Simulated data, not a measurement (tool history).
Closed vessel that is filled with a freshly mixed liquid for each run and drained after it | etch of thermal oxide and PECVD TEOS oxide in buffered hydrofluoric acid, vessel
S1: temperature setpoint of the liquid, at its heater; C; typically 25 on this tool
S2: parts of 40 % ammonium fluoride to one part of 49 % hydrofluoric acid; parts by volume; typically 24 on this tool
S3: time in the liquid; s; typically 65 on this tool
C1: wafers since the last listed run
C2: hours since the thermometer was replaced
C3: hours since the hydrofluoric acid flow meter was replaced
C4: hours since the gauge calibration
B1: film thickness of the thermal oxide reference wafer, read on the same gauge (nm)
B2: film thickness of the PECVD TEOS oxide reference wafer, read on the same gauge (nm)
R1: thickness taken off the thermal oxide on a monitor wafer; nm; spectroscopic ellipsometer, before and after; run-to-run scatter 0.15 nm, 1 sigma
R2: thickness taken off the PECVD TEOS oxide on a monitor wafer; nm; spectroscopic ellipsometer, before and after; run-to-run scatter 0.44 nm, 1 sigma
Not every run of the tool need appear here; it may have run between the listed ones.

run   hour    S1    S2   S3     C1      C2     C3     C4     B1      B2     R1     R2
  1      0    25    18   65      0  1247.7  408.3  604.4     80     100  45.49  73.66
  2     42    25    18   65   3376  1289.7  450.3  646.4  80.01   99.99  46.05  74.02
      64.5  -- gauge calibrated
  3  105.4    25    24   55   5096  1353.1  513.7   40.9  79.97  100.01  30.46  49.24
  4  132.8    25    24   55   2202  1380.5  541.1   68.3     80  100.01  30.56  49.58
  5  198.8  23.5    24   75   5305  1446.5  607.1  134.3  80.01  100.01  38.72  62.83
  6  258.8    25  28.5   65   4823  1506.5  667.1  194.3  80.01     100   32.6   52.8
  7  283.3    25  28.5   65   1969    1531  691.6  218.8  80.01  100.01  32.66  53.56
     295.9  -- thermometer replaced
  8  332.2    25    24   65   3850    36.3  740.5  267.7  79.98  100.01  36.66  59.71
  9  372.4    25    24  100   3231    76.5  780.7  307.9  80.02     100  56.89  91.41
 10  398.3    25    24   45   2081   102.4  806.6  333.8  79.99   99.99   25.7  41.22
 11  452.6  22.5  29.5   65   4364   156.7  860.9  388.1     80     100  27.91  45.42
 12  496.9    25    24   65   3560     201  905.2  432.4  80.01  100.01  37.21  60.44
 13  526.6    25    24   65   2387   230.7  934.9  462.1  79.98   99.99  36.92  59.96
 14  588.3  23.5    30   65   4959   292.4  996.6  523.8  79.99     100  29.46  46.65
     598.8  -- hydrofluoric acid flow meter replaced
 15  612.6    25    24   65   1872   316.7   13.8  548.1  79.99  100.01   34.9  56.84
     620.9  -- gauge calibrated
 16  757.5    25    24   80  11647   461.6  158.7  136.6     80     100  43.88  70.58
 17  804.7    25    24   65   3794   508.8  205.9  183.8     80   99.98  35.63  57.86

Hidden state or all else? Some run-to-run changes of R1, split into what the settings, what came in and random variation would give without the hidden state, and what is left for the hidden state (with any gauge scatter that isn't in both results):
Hidden state present: liquid colder than its thermometer reads (K); hydrofluoric acid flow above the setpoint (%); gauge reads high (%).
Run 9 -> 10: S3 100 -> 45. R1 -31.19 nm: hidden state -1.6, all else -29.59.
Run 14 -> 15: S1 23.5 -> 25, S2 30 -> 24, hydrofluoric acid flow meter replaced. R1 +5.44 nm: hidden state -1.65, all else +7.09.
